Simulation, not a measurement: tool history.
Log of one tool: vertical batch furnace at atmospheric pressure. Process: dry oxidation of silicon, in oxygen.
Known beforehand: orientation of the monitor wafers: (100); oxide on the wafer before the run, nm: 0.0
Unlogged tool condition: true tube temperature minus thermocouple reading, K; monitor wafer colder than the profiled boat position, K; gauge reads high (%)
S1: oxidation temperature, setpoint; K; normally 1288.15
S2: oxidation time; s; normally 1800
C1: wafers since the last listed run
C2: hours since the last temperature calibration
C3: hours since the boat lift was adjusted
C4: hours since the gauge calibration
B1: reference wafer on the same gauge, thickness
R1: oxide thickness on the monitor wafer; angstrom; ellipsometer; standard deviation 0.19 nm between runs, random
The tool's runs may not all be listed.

Run 1, hour 0.0: usual settings; C1 0; C2 4290.7; C3 4169.8; C4 49.5; B1 34.22. Result: R1 362.7 angstrom.
Run 2, hour 25.7: usual settings but S2 1620 s; C1 260; C2 4316.4; C3 4195.5; C4 75.2; B1 34.17. Result: R1 339.3 angstrom.
Run 3, hour 61.7: usual settings but S2 1620 s; C1 364; C2 4352.4; C3 4231.5; C4 111.2; B1 34.24. Result: R1 343.5 angstrom.
Run 4, hour 82.4: usual settings; C1 209; C2 4373.1; C3 4252.2; C4 131.9; B1 34.15. Result: R1 360.9 angstrom.
Run 5, hour 113.5: usual settings; C1 314; C2 4404.2; C3 4283.3; C4 163.0; B1 34.16. Result: R1 360.4 angstrom.
Run 6, hour 139.4: usual settings but S2 2160 s; C1 262; C2 4430.1; C3 4309.2; C4 188.9; B1 34.15. Result: R1 405.4 angstrom.
Run 7, hour 163.1: usual settings; C1 239; C2 4453.8; C3 4332.9; C4 212.6; B1 34.17. Result: R1 359.3 angstrom.
Run 8, hour 176.2: usual settings but S1 1300.15 K, S2 2340 s; C1 132; C2 4466.9; C3 4346.0; C4 225.7; B1 34.21. Result: R1 468.8 angstrom.
Run 9, hour 205.8: usual settings but S1 1264.15 K, S2 2580 s; C1 299; C2 4496.5; C3 4375.6; C4 255.3; B1 34.22. Result: R1 354.9 angstrom.
At hour 231.6: boat lift adjusted.
Run 10, hour 232.1: usual settings; C1 23; C2 4522.8; C3 0.5; C4 281.6; B1 34.18. Result: R1 364.1 angstrom.
Run 11, hour 236.9: usual settings but S1 1302.15 K, S2 2370 s; C1 48; C2 4527.6; C3 5.3; C4 286.4; B1 34.22. Result: R1 481.9 angstrom.
At hour 266.2: gauge calibrated.
At hour 271.2: thermocouples replaced and temperature profile calibrated.
Run 12, hour 271.7: usual settings but S1 1300.15 K, S2 1440 s; C1 109; C2 0.5; C3 40.1; C4 5.5; B1 34.18. Result: R1 353.7 angstrom.
Run 13, hour 282.5: usual settings; C1 109; C2 11.3; C3 50.9; C4 16.3; B1 34.19. Result: R1 364.0 angstrom.
Run 14, hour 303.3: usual settings but S1 1310.15 K, S2 2340 s; C1 210; C2 32.1; C3 71.7; C4 37.1; B1 34.24. Result: R1 516.4 angstrom.
Run 15, hour 376.6: usual settings but S1 1268.15 K; C1 741; C2 105.4; C3 145.0; C4 110.4; B1 34.19. Result: R1 300.6 angstrom.

3 ways to go on from here, each from the tool as it stands after run 15. What would each give?
Run A, hour 381.5: usual settings; C1 49; C2 110.3; C3 149.9; C4 115.3; B1 ?. Result: R1 ?.
Run B, hour 381.5: usual settings but S2 2340 s; C1 49; C2 110.3; C3 149.9; C4 115.3; B1 ?. Result: R1 ?.
Run C, hour 381.5: usual settings but S2 2610 s; C1 49; C2 110.3; C3 149.9; C4 115.3; B1 ?. Result: R1 ?.

run     B1     R1
  A  34.18  362.6
  B  34.18  423.5
  C  34.18  452.8
With no hidden state in the tool, these same runs would have given:
run     R1
  A  362.6
  B  423.5
  C  452.8

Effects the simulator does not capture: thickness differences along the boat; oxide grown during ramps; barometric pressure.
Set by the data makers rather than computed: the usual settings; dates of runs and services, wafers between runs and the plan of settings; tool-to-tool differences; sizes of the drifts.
